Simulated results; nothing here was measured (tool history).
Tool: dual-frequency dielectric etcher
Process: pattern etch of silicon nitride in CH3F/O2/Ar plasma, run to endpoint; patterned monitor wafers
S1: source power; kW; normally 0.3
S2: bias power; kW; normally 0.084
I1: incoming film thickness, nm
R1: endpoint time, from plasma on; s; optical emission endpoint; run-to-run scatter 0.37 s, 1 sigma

Run 1, day 0: usual settings; I1 39.33. Result: R1 56.1 s.
Run 2, day 2.933: usual settings; I1 39.23. Result: R1 55.6 s.
Run 3, day 6.583: usual settings; I1 39.15. Result: R1 53.9 s.
At day 8.088: wet clean of the chamber.
Run 4, day 10.596: usual settings; I1 39.45. Result: R1 56.8 s.
Run 5, day 12.842: usual settings but S2 0.067 kW; I1 39.36. Result: R1 61.9 s.
Run 6, day 16.558: usual settings but S2 0.067 kW; I1 39.34. Result: R1 60.8 s.
Run 7, day 20.367: usual settings but S2 0.067 kW; I1 39.52. Result: R1 59.9 s.
Run 8, day 23.267: usual settings; I1 39.37. Result: R1 55.5 s.
Run 9, day 26.767: usual settings; I1 39.14. Result: R1 54.3 s.
At day 31.175: wet clean of the chamber.
Run 10, day 31.196: usual settings but S2 0.079 kW; I1 39.06. Result: R1 57.8 s.
At day 35.942: upper electrode replaced.
Run 11, day 35.962: usual settings but S2 0.096 kW; I1 39.33. Result: R1 54 s.
Run 12, day 39.304: usual settings but S2 0.098 kW; I1 39.47. Result: R1 52 s.
Run 13, day 43.408: usual settings; I1 39.47. Result: R1 55.6 s.
Run 14, day 45.612: usual settings; I1 39.35. Result: R1 54.7 s.
At day 49.688: source power generator calibrated.
Run 15, day 49.825: usual settings but S2 0.066 kW; I1 39.17. Result: R1 58.8 s.
At day 51.829: wet clean of the chamber.
Run 16, day 53.571: usual settings but S1 0.33 kW, S2 0.072 kW; I1 39.26. Result: R1 57.1 s.
At day 56.183: bias power generator calibrated.
Run 17, day 56.346: usual settings; I1 39.44. Result: R1 56.3 s.
Run 18, day 59.054: usual settings; I1 39.34. Result: R1 56 s.
Run 19, day 62.904: usual settings but S1 0.23 kW; I1 39.63. Result: R1 65.7 s.
Run 20, day 66.946: usual settings but S1 0.26 kW, S2 0.097 kW; I1 39.47. Result: R1 57.1 s.
Run 21, day 68.821: usual settings but S1 0.35 kW, S2 0.096 kW; I1 39.4. Result: R1 47.8 s.
At day 70.917: wet clean of the chamber.
Run 22, day 72.517: usual settings; I1 39.29. Result: R1 56.3 s.
Run 23, day 76.754: usual settings but S2 0.099 kW; I1 39.88. Result: R1 53.6 s.
Run 24, day 79.617: usual settings but S1 0.22 kW, S2 0.091 kW; I1 39.44. Result: R1 65.7 s.
Run 25, day 81.75: usual settings but S2 0.093 kW; I1 39.35. Result: R1 53.6 s.
Run 26, day 84.021: usual settings but S1 0.34 kW, S2 0.101 kW; I1 39.44. Result: R1 47.8 s.
Run 27, day 86.183: usual settings but S1 0.27 kW, S2 0.078 kW; I1 39.07. Result: R1 58.9 s.
At day 88.854: wet clean of the chamber.
Run 28, day 88.875: usual settings but S1 0.27 kW, S2 0.076 kW; I1 39.12. Result: R1 62.4 s.

What if the next run were any one of these 4? Each begins from the tool's condition after run 28:
Run A, day 88.892: usual settings; I1 38.87. Result: R1 ?.
Run B, day 88.892: usual settings but S1 0.24 kW, S2 0.102 kW; I1 38.87. Result: R1 ?.
Run C, day 88.892: usual settings but S1 0.36 kW; I1 38.87. Result: R1 ?.
Run D, day 88.892: usual settings but S1 0.36 kW, S2 0.103 kW; I1 38.87. Result: R1 ?.

run    R1
  A    57
  B  60.7
  C  51.7
  D  48.2
With no hidden state in the tool, these same runs would have given:
run    R1
  A  56.6
  B  60.3
  C  51.4
  D  47.9
